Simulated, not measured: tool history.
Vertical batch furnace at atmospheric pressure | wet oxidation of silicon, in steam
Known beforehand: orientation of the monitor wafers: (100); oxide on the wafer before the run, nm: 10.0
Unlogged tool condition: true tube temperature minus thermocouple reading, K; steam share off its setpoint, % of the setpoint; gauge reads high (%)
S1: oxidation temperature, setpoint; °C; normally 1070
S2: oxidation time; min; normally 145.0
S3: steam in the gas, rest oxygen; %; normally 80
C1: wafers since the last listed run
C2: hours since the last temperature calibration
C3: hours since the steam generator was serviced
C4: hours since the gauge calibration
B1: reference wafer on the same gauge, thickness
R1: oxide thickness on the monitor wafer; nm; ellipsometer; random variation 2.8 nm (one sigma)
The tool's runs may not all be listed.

{"run": 1, "hour": 0.0, "S1": 1053, "S2": 145.0, "S3": 80, "C1": 0, "C2": 3221.0, "C3": 3319.8, "C4": 234.1, "B1": 974.03, "R1": 906.94}
{"run": 2, "hour": 49.8, "S1": 1053, "S2": 145.0, "S3": 80, "C1": 408, "C2": 3270.8, "C3": 3369.6, "C4": 283.9, "B1": 977.16, "R1": 904.64}
{"run": 3, "hour": 89.8, "S1": 1055, "S2": 145.0, "S3": 88, "C1": 328, "C2": 3310.8, "C3": 3409.6, "C4": 323.9, "B1": 978.94, "R1": 973.4}
{"run": 4, "hour": 141.8, "S1": 1055, "S2": 145.0, "S3": 88, "C1": 426, "C2": 3362.8, "C3": 3461.6, "C4": 375.9, "B1": 980.36, "R1": 966.05}
{"run": 5, "hour": 197.7, "S1": 1055, "S2": 145.0, "S3": 88, "C1": 458, "C2": 3418.7, "C3": 3517.5, "C4": 431.8, "B1": 982.52, "R1": 971.5}
{"run": 6, "hour": 299.9, "S1": 1061, "S2": 145.0, "S3": 80, "C1": 838, "C2": 3520.9, "C3": 3619.7, "C4": 534.0, "B1": 985.19, "R1": 941.62}
{"run": 7, "hour": 337.4, "S1": 1070, "S2": 145.0, "S3": 80, "C1": 307, "C2": 3558.4, "C3": 3657.2, "C4": 571.5, "B1": 984.94, "R1": 978.31}
{"run": 8, "hour": 384.0, "S1": 1070, "S2": 145.0, "S3": 80, "C1": 382, "C2": 3605.0, "C3": 3703.8, "C4": 618.1, "B1": 985.59, "R1": 985.04}
{"hour": 448.7, "done": "steam generator serviced"}
{"run": 9, "hour": 449.2, "S1": 1070, "S2": 145.0, "S3": 80, "C1": 338, "C2": 3670.2, "C3": 0.5, "C4": 683.3, "B1": 986.32, "R1": 988.75}
{"run": 10, "hour": 478.2, "S1": 1070, "S2": 145.0, "S3": 80, "C1": 237, "C2": 3699.2, "C3": 29.5, "C4": 712.3, "B1": 986.63, "R1": 985.35}
{"run": 11, "hour": 518.0, "S1": 1070, "S2": 198.0, "S3": 80, "C1": 326, "C2": 3739.0, "C3": 69.3, "C4": 752.1, "B1": 987.51, "R1": 1167.19}
{"run": 12, "hour": 589.1, "S1": 1070, "S2": 198.0, "S3": 80, "C1": 583, "C2": 3810.1, "C3": 140.4, "C4": 823.2, "B1": 988.41, "R1": 1168.77}
{"run": 13, "hour": 623.5, "S1": 1052, "S2": 145.0, "S3": 80, "C1": 282, "C2": 3844.5, "C3": 174.8, "C4": 857.6, "B1": 987.67, "R1": 915.53}
{"run": 14, "hour": 651.5, "S1": 1048, "S2": 116.5, "S3": 88, "C1": 229, "C2": 3872.5, "C3": 202.8, "C4": 885.6, "B1": 989.0, "R1": 836.95}
{"run": 15, "hour": 681.2, "S1": 1070, "S2": 145.0, "S3": 76, "C1": 243, "C2": 3902.2, "C3": 232.5, "C4": 915.3, "B1": 990.31, "R1": 953.09}
{"run": 16, "hour": 749.9, "S1": 1070, "S2": 145.0, "S3": 88, "C1": 563, "C2": 3970.9, "C3": 301.2, "C4": 984.0, "B1": 988.89, "R1": 1037.81}
{"run": 17, "hour": 820.3, "S1": 1070, "S2": 198.0, "S3": 80, "C1": 577, "C2": 4041.3, "C3": 371.6, "C4": 1054.4, "B1": 989.81, "R1": 1173.37}
{"hour": 860.9, "done": "thermocouples replaced and temperature profile calibrated"}
{"run": 18, "hour": 866.1, "S1": 1070, "S2": 145.0, "S3": 80, "C1": 178, "C2": 5.2, "C3": 417.4, "C4": 1100.2, "B1": 989.65, "R1": 982.44}
{"hour": 871.8, "done": "gauge calibrated"}
{"run": 19, "hour": 903.2, "S1": 1055, "S2": 145.0, "S3": 88, "C1": 304, "C2": 42.3, "C3": 454.5, "C4": 31.4, "B1": 952.27, "R1": 943.05}
{"run": 20, "hour": 947.4, "S1": 1084, "S2": 182.5, "S3": 83, "C1": 362, "C2": 86.5, "C3": 498.7, "C4": 75.6, "B1": 954.78, "R1": 1159.97}
{"run": 21, "hour": 982.5, "S1": 1070, "S2": 145.0, "S3": 80, "C1": 288, "C2": 121.6, "C3": 533.8, "C4": 110.7, "B1": 957.21, "R1": 956.59}
{"run": 22, "hour": 1016.3, "S1": 1070, "S2": 195.0, "S3": 70, "C1": 277, "C2": 155.4, "C3": 567.6, "C4": 144.5, "B1": 960.27, "R1": 1047.34}
{"run": 23, "hour": 1057.8, "S1": 1062, "S2": 185.5, "S3": 71, "C1": 340, "C2": 196.9, "C3": 609.1, "C4": 186.0, "B1": 963.46, "R1": 993.1}
{"run": 24, "hour": 1105.0, "S1": 1063, "S2": 124.5, "S3": 68, "C1": 387, "C2": 244.1, "C3": 656.3, "C4": 233.2, "B1": 964.62, "R1": 781.27}

Below are 3 alternative next runs, each starting from the tool's condition after run 24. Predict each:
{"run": "A", "hour": 1112.2, "S1": 1070, "S2": 145.0, "S3": 80, "C1": 59, "C2": 251.3, "C3": 663.5, "C4": 240.4, "B1": "?", "R1": "?"}
{"run": "B", "hour": 1112.2, "S1": 1070, "S2": 206.5, "S3": 72, "C1": 59, "C2": 251.3, "C3": 663.5, "C4": 240.4, "B1": "?", "R1": "?"}
{"run": "C", "hour": 1112.2, "S1": 1070, "S2": 191.5, "S3": 80, "C1": 59, "C2": 251.3, "C3": 663.5, "C4": 240.4, "B1": "?", "R1": "?"}

run=A B1=965.73 R1=961.65
run=B B1=965.73 R1=1103.37
run=C B1=965.73 R1=1121.71
What these runs would have given with no unlogged condition in the tool:
run=A R1=949.33
run=B R1=1089.24
run=C R1=1107.34
